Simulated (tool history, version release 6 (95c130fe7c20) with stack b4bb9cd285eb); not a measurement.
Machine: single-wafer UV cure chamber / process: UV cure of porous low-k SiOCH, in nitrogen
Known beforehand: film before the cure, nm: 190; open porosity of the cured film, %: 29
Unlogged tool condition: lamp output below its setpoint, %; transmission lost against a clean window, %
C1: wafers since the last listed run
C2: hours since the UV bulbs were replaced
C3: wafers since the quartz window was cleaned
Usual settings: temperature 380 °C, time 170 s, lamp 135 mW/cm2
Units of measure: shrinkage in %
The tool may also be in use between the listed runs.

run 1 hour=0 | temperature=380 time=170 lamp=135 | C1=0 C2=595.9 C3=441 | shrinkage=15.076
run 2 hour=43.5 | temperature=380 time=170 lamp=135 | C1=251 C2=639.4 C3=693 | shrinkage=15.358
run 3 hour=127.1 | temperature=380 time=170 lamp=135 | C1=483 C2=723 C3=1176 | shrinkage=15.09
run 4 hour=217 | temperature=380 time=170 lamp=135 | C1=519 C2=812.9 C3=1696 | shrinkage=15.291
run 5 hour=515.4 | temperature=380 time=170 lamp=135 | C1=1724 C2=1111.3 C3=3421 | shrinkage=15.1
run 6 hour=567.1 | temperature=380 time=170 lamp=135 | C1=298 C2=1163 C3=3720 | shrinkage=14.64
run 7 hour=665.9 | temperature=380 time=170 lamp=135 | C1=571 C2=1261.8 C3=4291 | shrinkage=15.351
-- hour=694.7 quartz window cleaned
run 8 hour=762.1 | temperature=380 time=170 lamp=135 | C1=509 C2=1358 C3=389 | shrinkage=14.499
run 9 hour=835.4 | temperature=380 time=170 lamp=135 | C1=423 C2=1431.3 C3=813 | shrinkage=14.768
run 10 hour=872.1 | temperature=380 time=170 lamp=135 | C1=212 C2=1468 C3=1025 | shrinkage=15.125
run 11 hour=944.9 | temperature=396 time=110 lamp=135 | C1=420 C2=1540.8 C3=1446 | shrinkage=12.655
run 12 hour=1005.1 | temperature=396 time=110 lamp=135 | C1=347 C2=1601 C3=1794 | shrinkage=12.735
run 13 hour=1112.8 | temperature=380 time=170 lamp=148 | C1=622 C2=1708.7 C3=2416 | shrinkage=15.4
run 14 hour=1154.7 | temperature=380 time=170 lamp=157 | C1=242 C2=1750.6 C3=2659 | shrinkage=15.206
run 15 hour=1207 | temperature=380 time=170 lamp=157 | C1=302 C2=1802.9 C3=2961 | shrinkage=15.398
run 16 hour=1253.3 | temperature=380 time=170 lamp=135 | C1=267 C2=1849.2 C3=3229 | shrinkage=14.688
run 17 hour=1318.1 | temperature=380 time=170 lamp=135 | C1=374 C2=1914 C3=3603 | shrinkage=14.792
run 18 hour=1409.4 | temperature=380 time=170 lamp=135 | C1=527 C2=2005.3 C3=4131 | shrinkage=14.603
-- hour=1503.7 quartz window cleaned
run 19 hour=1512.5 | temperature=380 time=230 lamp=166 | C1=549 C2=2108.4 C3=51 | shrinkage=17.498
run 20 hour=1602.1 | temperature=380 time=230 lamp=166 | C1=517 C2=2198 C3=568 | shrinkage=17.354
run 21 hour=1654.7 | temperature=380 time=230 lamp=166 | C1=304 C2=2250.6 C3=873 | shrinkage=17.403
run 22 hour=1948.5 | temperature=387 time=170 lamp=135 | C1=1698 C2=2544.4 C3=2571 | shrinkage=14.033
run 23 hour=2055.9 | temperature=387 time=170 lamp=135 | C1=620 C2=2651.8 C3=3192 | shrinkage=14.133
run 24 hour=2130.5 | temperature=375 time=170 lamp=169 | C1=431 C2=2726.4 C3=3623 | shrinkage=14.949
-- hour=2180.2 quartz window cleaned
run 25 hour=2203 | temperature=397 time=170 lamp=117 | C1=372 C2=2798.9 C3=131 | shrinkage=13.644
run 26 hour=2288.1 | temperature=380 time=170 lamp=157 | C1=491 C2=2884 C3=623 | shrinkage=14.97
run 27 hour=2336.7 | temperature=380 time=170 lamp=135 | C1=280 C2=2932.6 C3=904 | shrinkage=13.527
run 28 hour=2400 | temperature=369 time=220 lamp=97 | C1=365 C2=2995.9 C3=1270 | shrinkage=12.913
-- hour=2452.7 UV bulbs replaced
run 29 hour=2453.2 | temperature=392 time=260 lamp=172 | C1=261 C2=0.5 C3=1531 | shrinkage=19.177
run 30 hour=2524.8 | temperature=372 time=265 lamp=169 | C1=413 C2=72.1 C3=1945 | shrinkage=19.358
run 31 hour=2625.3 | temperature=397 time=115 lamp=167 | C1=580 C2=172.6 C3=2526 | shrinkage=14.668
run 32 hour=2713.6 | temperature=396 time=110 lamp=157 | C1=510 C2=260.9 C3=3036 | shrinkage=14.124
run 33 hour=2809.7 | temperature=380 time=170 lamp=135 | C1=555 C2=357 C3=3592 | shrinkage=14.974
-- hour=2849.7 quartz window cleaned
run 34 hour=2865.9 | temperature=362 time=170 lamp=159 | C1=278 C2=413.2 C3=93 | shrinkage=16.123
run 35 hour=2965.4 | temperature=362 time=200 lamp=166 | C1=575 C2=512.7 C3=668 | shrinkage=16.754
run 36 hour=3065.8 | temperature=380 time=170 lamp=135 | C1=580 C2=613.1 C3=1249 | shrinkage=14.864
run 37 hour=3143.1 | temperature=369 time=75 lamp=135 | C1=446 C2=690.4 C3=1696 | shrinkage=10.479
run 38 hour=3186.3 | temperature=367 time=215 lamp=135 | C1=249 C2=733.6 C3=1945 | shrinkage=16.223
run 39 hour=3245 | temperature=380 time=170 lamp=135 | C1=339 C2=792.3 C3=2285 | shrinkage=15.254
run 40 hour=3297.4 | temperature=390 time=260 lamp=95 | C1=302 C2=844.7 C3=2588 | shrinkage=15.826
run 41 hour=3336.5 | temperature=380 time=170 lamp=135 | C1=226 C2=883.8 C3=2814 | shrinkage=15.205
run 42 hour=3421.5 | temperature=380 time=170 lamp=150 | C1=491 C2=968.8 C3=3305 | shrinkage=15.632
-- hour=3499 quartz window cleaned
run 43 hour=3516 | temperature=392 time=260 lamp=172 | C1=500 C2=1063.3 C3=98 | shrinkage=19.176
run 44 hour=3594.5 | temperature=393 time=125 lamp=173 | C1=453 C2=1141.8 C3=551 | shrinkage=15.102
run 45 hour=3702.1 | temperature=380 time=170 lamp=135 | C1=622 C2=1249.4 C3=1173 | shrinkage=15.202
run 46 hour=3784.3 | temperature=387 time=250 lamp=135 | C1=475 C2=1331.6 C3=1649 | shrinkage=17.192

Table of differences, measured result less the result of that run with no hidden state. Run-to-run variation is the same in both. Gauge scatter possibly is not:
run=1 shrinkage=-0.127
run=2 shrinkage=-0.138
run=3 shrinkage=-0.154
run=4 shrinkage=-0.179
run=5 shrinkage=-0.273
run=6 shrinkage=-0.285
run=7 shrinkage=-0.34
run=8 shrinkage=-0.363
run=9 shrinkage=-0.405
run=10 shrinkage=-0.434
run=11 shrinkage=-0.442
run=12 shrinkage=-0.477
run=13 shrinkage=-0.569
run=14 shrinkage=-0.579
run=15 shrinkage=-0.62
run=16 shrinkage=-0.648
run=17 shrinkage=-0.698
run=18 shrinkage=-0.756
run=19 shrinkage=-0.873
run=20 shrinkage=-0.944
run=21 shrinkage=-0.994
run=22 shrinkage=-1.197
run=23 shrinkage=-1.324
run=24 shrinkage=-1.421
run=25 shrinkage=-1.496
run=26 shrinkage=-1.65
run=27 shrinkage=-1.622
run=28 shrinkage=-1.694
run=29 shrinkage=-0.013
run=30 shrinkage=-0.013
run=31 shrinkage=-0.017
run=32 shrinkage=-0.022
run=33 shrinkage=-0.031
run=34 shrinkage=-0.04
run=35 shrinkage=-0.055
run=36 shrinkage=-0.071
run=37 shrinkage=-0.082
run=38 shrinkage=-0.1
run=39 shrinkage=-0.113
run=40 shrinkage=-0.128
run=41 shrinkage=-0.138
run=42 shrinkage=-0.164
run=43 shrinkage=-0.203
run=44 shrinkage=-0.224
run=45 shrinkage=-0.268
run=46 shrinkage=-0.309
